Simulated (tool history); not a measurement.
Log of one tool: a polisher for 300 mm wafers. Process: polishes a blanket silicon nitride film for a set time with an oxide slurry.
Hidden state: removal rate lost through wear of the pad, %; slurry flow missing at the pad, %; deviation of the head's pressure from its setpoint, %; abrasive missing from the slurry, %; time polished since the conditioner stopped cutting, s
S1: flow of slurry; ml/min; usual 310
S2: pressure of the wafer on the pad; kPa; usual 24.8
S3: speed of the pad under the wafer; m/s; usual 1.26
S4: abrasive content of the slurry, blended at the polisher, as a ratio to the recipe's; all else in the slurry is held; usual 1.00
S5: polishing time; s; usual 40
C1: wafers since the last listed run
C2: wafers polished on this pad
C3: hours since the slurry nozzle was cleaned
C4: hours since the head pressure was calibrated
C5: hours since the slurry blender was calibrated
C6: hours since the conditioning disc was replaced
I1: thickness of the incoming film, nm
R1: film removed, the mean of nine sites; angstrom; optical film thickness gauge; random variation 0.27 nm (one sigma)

run 1 hour=0.0 | S1=245 S2=24.8 S3=1.26 S4=1.00 S5=37 | C1=0 C2=1109 C3=300.9 C4=182.4 C5=247.9 C6=236.5 | I1=503.3 | R1=246
run 2 hour=62.8 | S1=245 S2=24.8 S3=1.26 S4=1.00 S5=37 | C1=407 C2=1517 C3=363.7 C4=245.2 C5=310.7 C6=299.3 | I1=512.7 | R1=243
-- hour=92.6 slurry blender recalibrated
run 3 hour=118.2 | S1=310 S2=24.8 S3=1.26 S4=1.00 S5=40 | C1=346 C2=1863 C3=419.1 C4=300.6 C5=25.6 C6=354.7 | I1=511.1 | R1=270
run 4 hour=179.7 | S1=310 S2=24.8 S3=1.26 S4=1.00 S5=40 | C1=399 C2=2262 C3=480.6 C4=362.1 C5=87.1 C6=416.2 | I1=518.8 | R1=264
-- hour=220.7 worn pad replaced by a new one
run 5 hour=233.5 | S1=310 S2=24.8 S3=1.26 S4=1.00 S5=40 | C1=323 C2=83 C3=534.4 C4=415.9 C5=140.9 C6=470.0 | I1=504.1 | R1=260
run 6 hour=289.4 | S1=310 S2=24.8 S3=1.26 S4=1.00 S5=40 | C1=362 C2=446 C3=590.3 C4=471.8 C5=196.8 C6=525.9 | I1=512.8 | R1=262
-- hour=337.1 conditioning disc replaced and pad reconditioned
run 7 hour=356.0 | S1=310 S2=24.8 S3=1.26 S4=1.00 S5=40 | C1=419 C2=865 C3=656.9 C4=538.4 C5=263.4 C6=18.9 | I1=507.7 | R1=253
-- hour=365.3 slurry nozzle cleaned
run 8 hour=395.7 | S1=350 S2=24.8 S3=1.26 S4=1.00 S5=40 | C1=251 C2=1116 C3=30.4 C4=578.1 C5=303.1 C6=58.6 | I1=512.8 | R1=273
-- hour=443.6 slurry blender recalibrated
run 9 hour=462.7 | S1=350 S2=24.8 S3=1.26 S4=1.00 S5=40 | C1=421 C2=1538 C3=97.4 C4=645.1 C5=19.1 C6=125.6 | I1=513.6 | R1=273
-- hour=531.2 worn pad replaced by a new one
run 10 hour=531.7 | S1=350 S2=24.8 S3=1.26 S4=1.00 S5=40 | C1=421 C2=3 C3=166.4 C4=714.1 C5=88.1 C6=194.6 | I1=513.0 | R1=275
run 11 hour=589.6 | S1=310 S2=24.8 S3=1.26 S4=1.00 S5=40 | C1=375 C2=379 C3=224.3 C4=772.0 C5=146.0 C6=252.5 | I1=511.6 | R1=266
run 12 hour=650.3 | S1=310 S2=24.8 S3=1.26 S4=1.00 S5=40 | C1=393 C2=773 C3=285.0 C4=832.7 C5=206.7 C6=313.2 | I1=505.2 | R1=268
run 13 hour=688.6 | S1=310 S2=30.3 S3=0.94 S4=1.00 S5=26 | C1=248 C2=1021 C3=323.3 C4=871.0 C5=245.0 C6=351.5 | I1=502.8 | R1=169
-- hour=777.8 slurry blender recalibrated
-- hour=855.2 worn pad replaced by a new one
run 14 hour=897.0 | S1=310 S2=33.1 S3=0.94 S4=1.10 S5=34 | C1=1313 C2=271 C3=531.7 C4=1079.4 C5=119.2 C6=559.9 | I1=509.2 | R1=244
-- hour=930.6 head pressure recalibrated
run 15 hour=966.7 | S1=310 S2=24.8 S3=1.26 S4=1.00 S5=40 | C1=439 C2=710 C3=601.4 C4=36.1 C5=188.9 C6=629.6 | I1=514.8 | R1=279
-- hour=984.7 conditioning disc replaced and pad reconditioned
run 16 hour=1036.0 | S1=310 S2=24.8 S3=1.62 S4=0.80 S5=30 | C1=436 C2=1147 C3=670.7 C4=105.4 C5=258.2 C6=51.3 | I1=511.2 | R1=216
run 17 hour=1076.2 | S1=310 S2=29.6 S3=1.26 S4=0.90 S5=40 | C1=260 C2=1408 C3=710.9 C4=145.6 C5=298.4 C6=91.5 | I1=511.5 | R1=309
-- hour=1111.1 slurry blender recalibrated
run 18 hour=1142.6 | S1=310 S2=30.3 S3=1.52 S4=1.15 S5=49 | C1=417 C2=1826 C3=777.3 C4=212.0 C5=31.5 C6=157.9 | I1=503.8 | R1=489
-- hour=1192.5 worn pad replaced by a new one
run 19 hour=1209.5 | S1=310 S2=33.1 S3=1.26 S4=1.00 S5=40 | C1=408 C2=110 C3=844.2 C4=278.9 C5=98.4 C6=224.8 | I1=513.1 | R1=328
-- hour=1225.5 slurry nozzle cleaned
run 20 hour=1261.8 | S1=310 S2=28.3 S3=1.26 S4=1.00 S5=27 | C1=332 C2=443 C3=36.3 C4=331.2 C5=150.7 C6=277.1 | I1=508.2 | R1=218
run 21 hour=1305.3 | S1=310 S2=24.8 S3=1.26 S4=0.85 S5=40 | C1=282 C2=725 C3=79.8 C4=374.7 C5=194.2 C6=320.6 | I1=513.5 | R1=253
run 22 hour=1352.3 | S1=310 S2=30.3 S3=0.94 S4=1.00 S5=26 | C1=305 C2=1030 C3=126.8 C4=421.7 C5=241.2 C6=367.6 | I1=512.0 | R1=171
run 23 hour=1405.4 | S1=215 S2=22.1 S3=1.40 S4=1.00 S5=40 | C1=344 C2=1375 C3=179.9 C4=474.8 C5=294.3 C6=420.7 | I1=506.2 | R1=252
run 24 hour=1445.5 | S1=310 S2=24.8 S3=1.62 S4=1.25 S5=40 | C1=260 C2=1635 C3=220.0 C4=514.9 C5=334.4 C6=460.8 | I1=516.8 | R1=369
-- hour=1452.4 slurry blender recalibrated
-- hour=1492.8 conditioning disc replaced and pad reconditioned
run 25 hour=1493.3 | S1=370 S2=30.3 S3=1.00 S4=0.75 S5=40 | C1=284 C2=1919 C3=267.8 C4=562.7 C5=40.9 C6=0.5 | I1=506.1 | R1=246
-- hour=1501.4 worn pad replaced by a new one
run 26 hour=1676.9 | S1=310 S2=24.8 S3=1.26 S4=1.00 S5=40 | C1=1165 C2=1138 C3=451.4 C4=746.3 C5=224.5 C6=184.1 | I1=517.6 | R1=266

Forecast each of these 3 alternatives for the next run:
run A hour=1677.3 | S1=310 S2=24.8 S3=1.54 S4=1.00 S5=40 | C1=2 C2=1141 C3=451.8 C4=746.7 C5=224.9 C6=184.5 | I1=510.8 | R1=?
run B hour=1677.3 | S1=310 S2=17.9 S3=1.68 S4=1.00 S5=36 | C1=2 C2=1141 C3=451.8 C4=746.7 C5=224.9 C6=184.5 | I1=510.8 | R1=?
run C hour=1677.3 | S1=310 S2=24.8 S3=1.26 S4=1.15 S5=28 | C1=2 C2=1141 C3=451.8 C4=746.7 C5=224.9 C6=184.5 | I1=510.8 | R1=?

run=A R1=318
run=B R1=223
run=C R1=203
Without the tool's hidden state the same runs would have given:
run=A R1=340
run=B R1=238
run=C R1=216
